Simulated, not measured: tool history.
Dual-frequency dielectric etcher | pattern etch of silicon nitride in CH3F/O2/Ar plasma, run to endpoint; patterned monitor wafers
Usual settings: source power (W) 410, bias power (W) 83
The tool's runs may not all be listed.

run   hour  source power (W)  bias power (W)  incoming incoming film thickness, nm  endpoint time (s)
  1    0.0               460              83                                 40.97               54.8
  2    8.1               410              83                                 41.38               59.4
  3   23.2               410              83                                 41.45               59.2
  4   33.1               410              83                                 40.92               58.8
  5   43.2               480              83                                 41.21               54.0
  6   62.8               480              83                                 41.10               53.9
  7   78.4               370              83                                 40.84               62.6
  8   85.4               370              83                                 40.88               62.5
  9   93.3               370              83                                 41.00               62.5
 10  101.7               410              97                                 40.89               54.5
 11  111.2               410              97                                 40.83               54.5
 12  125.8               410              83                                 41.54               59.9
 13  134.3               470              94                                 41.46               51.9
 14  142.6               470              94                                 41.17               51.5
 15  156.5               470              94                                 41.16               51.8
 16  174.0               410              68                                 41.30               66.1
 17  180.6               410              83                                 41.20               59.8
 18  193.3               470              94                                 40.96               51.6
 19  206.6               370              83                                 41.57               64.2
 20  217.3               360              97                                 41.67               60.9
     248.2  -- wet clean of the chamber
     248.6  -- upper electrode replaced
 21  249.1               490             101                                 41.05               47.5
 22  249.4               310              70                                 40.87               76.2
 23  249.8               330              66                                 40.85               74.9
     288.4  -- source power generator calibrated
 24  288.9               480              96                                 41.37               49.7
 25  295.7               410              83                                 41.07               58.7
     307.9  -- bias power generator calibrated
 26  308.4               380              83                                 40.93               60.8
 27  316.4               410              96                                 41.51               54.7
 28  352.0               350             103                                 41.05               58.1
 29  365.3               410              83                                 40.63               57.7
 30  381.3               410              83                                 41.05               58.3
 31  393.6               360              77                                 40.92               65.7
 32  407.9               310              68                                 41.03               78.5
 33  417.7               360              97                                 40.70               58.3

4 ways to go on from here, each from the tool as it stands after run 33. What would each give?
  A  418.1               410              83                                 41.40                  ?
  B  418.1               450              96                                 41.40                  ?
  C  418.1               380              73                                 41.40                  ?
  D  418.1               320              75                                 41.40                  ?

run  endpoint time (s)
  A               59.0
  B               52.0
  C               66.1
  D               73.2
Without the tool's hidden state the same runs would have given:
run  endpoint time (s)
  A               58.1
  B               51.2
  C               65.1
  D               72.1

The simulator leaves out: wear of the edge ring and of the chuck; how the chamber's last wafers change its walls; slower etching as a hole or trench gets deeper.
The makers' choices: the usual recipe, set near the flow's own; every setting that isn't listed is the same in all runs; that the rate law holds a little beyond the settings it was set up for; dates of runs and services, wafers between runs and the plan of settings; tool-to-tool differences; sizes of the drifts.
